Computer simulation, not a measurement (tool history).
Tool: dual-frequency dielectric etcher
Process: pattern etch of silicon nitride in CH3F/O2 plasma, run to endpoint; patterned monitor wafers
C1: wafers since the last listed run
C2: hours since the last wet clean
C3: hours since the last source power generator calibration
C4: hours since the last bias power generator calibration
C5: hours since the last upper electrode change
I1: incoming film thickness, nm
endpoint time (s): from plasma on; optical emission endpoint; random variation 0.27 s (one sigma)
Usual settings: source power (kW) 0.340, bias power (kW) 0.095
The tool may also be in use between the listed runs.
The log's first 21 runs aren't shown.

Run 22, hour 1989.3: usual settings but source power (kW) 0.290; C1 739; C2 186.8; C3 297.1; C4 1363.2; C5 281.2; I1 61.0. Result: endpoint time (s) 71.3.
Run 23, hour 2042.6: usual settings but source power (kW) 0.390, bias power (kW) 0.079; C1 430; C2 240.1; C3 350.4; C4 1416.5; C5 334.5; I1 60.8. Result: endpoint time (s) 62.8.
Run 24, hour 2141.7: usual settings; C1 799; C2 339.2; C3 449.5; C4 1515.6; C5 433.6; I1 61.1. Result: endpoint time (s) 64.1.
Run 25, hour 2218.3: usual settings but source power (kW) 0.290, bias power (kW) 0.085; C1 618; C2 415.8; C3 526.1; C4 1592.2; C5 510.2; I1 61.3. Result: endpoint time (s) 74.0.
Run 26, hour 2313.0: usual settings but source power (kW) 0.300; C1 764; C2 510.5; C3 620.8; C4 1686.9; C5 604.9; I1 60.8. Result: endpoint time (s) 68.5.
Run 27, hour 2360.2: usual settings but source power (kW) 0.410, bias power (kW) 0.076; C1 380; C2 557.7; C3 668.0; C4 1734.1; C5 652.1; I1 61.3. Result: endpoint time (s) 62.6.
Run 28, hour 2408.9: usual settings but source power (kW) 0.270, bias power (kW) 0.084; C1 392; C2 606.4; C3 716.7; C4 1782.8; C5 700.8; I1 60.8. Result: endpoint time (s) 77.4.
Run 29, hour 2476.8: usual settings but source power (kW) 0.360; C1 547; C2 674.3; C3 784.6; C4 1850.7; C5 768.7; I1 60.7. Result: endpoint time (s) 61.4.
Run 30, hour 2584.2: usual settings but bias power (kW) 0.113; C1 866; C2 781.7; C3 892.0; C4 1958.1; C5 876.1; I1 60.3. Result: endpoint time (s) 59.6.
At hour 2624.5: wet clean of the chamber.
Run 31, hour 2681.8: usual settings but source power (kW) 0.400; C1 593; C2 57.3; C3 989.6; C4 2055.7; C5 973.7; I1 61.0. Result: endpoint time (s) 58.6.
Run 32, hour 2735.7: usual settings; C1 434; C2 111.2; C3 1043.5; C4 2109.6; C5 1027.6; I1 60.6. Result: endpoint time (s) 64.1.
Run 33, hour 2840.8: usual settings; C1 848; C2 216.3; C3 1148.6; C4 2214.7; C5 1132.7; I1 60.3. Result: endpoint time (s) 63.6.
Run 34, hour 2898.5: usual settings; C1 465; C2 274.0; C3 1206.3; C4 2272.4; C5 1190.4; I1 60.5. Result: endpoint time (s) 63.6.
Run 35, hour 2949.9: usual settings but source power (kW) 0.420, bias power (kW) 0.079; C1 414; C2 325.4; C3 1257.7; C4 2323.8; C5 1241.8; I1 60.8. Result: endpoint time (s) 60.3.

4 ways to go on from here, each from the tool as it stands after run 35. What would each give?
Run A, hour 2950.4: usual settings; C1 4; C2 325.9; C3 1258.2; C4 2324.3; C5 1242.3; I1 60.8. Result: endpoint time (s) ?.
Run B, hour 2950.4: usual settings but source power (kW) 0.270, bias power (kW) 0.085; C1 4; C2 325.9; C3 1258.2; C4 2324.3; C5 1242.3; I1 60.8. Result: endpoint time (s) ?.
Run C, hour 2950.4: usual settings but source power (kW) 0.380, bias power (kW) 0.102; C1 4; C2 325.9; C3 1258.2; C4 2324.3; C5 1242.3; I1 60.8. Result: endpoint time (s) ?.
Run D, hour 2950.4: usual settings but source power (kW) 0.380, bias power (kW) 0.084; C1 4; C2 325.9; C3 1258.2; C4 2324.3; C5 1242.3; I1 60.8. Result: endpoint time (s) ?.

run  endpoint time (s)
  A               64.3
  B               77.4
  C               58.9
  D               62.9
Without the tool's hidden state the same runs would have given:
run  endpoint time (s)
  A               63.8
  B               76.8
  C               58.4
  D               62.4
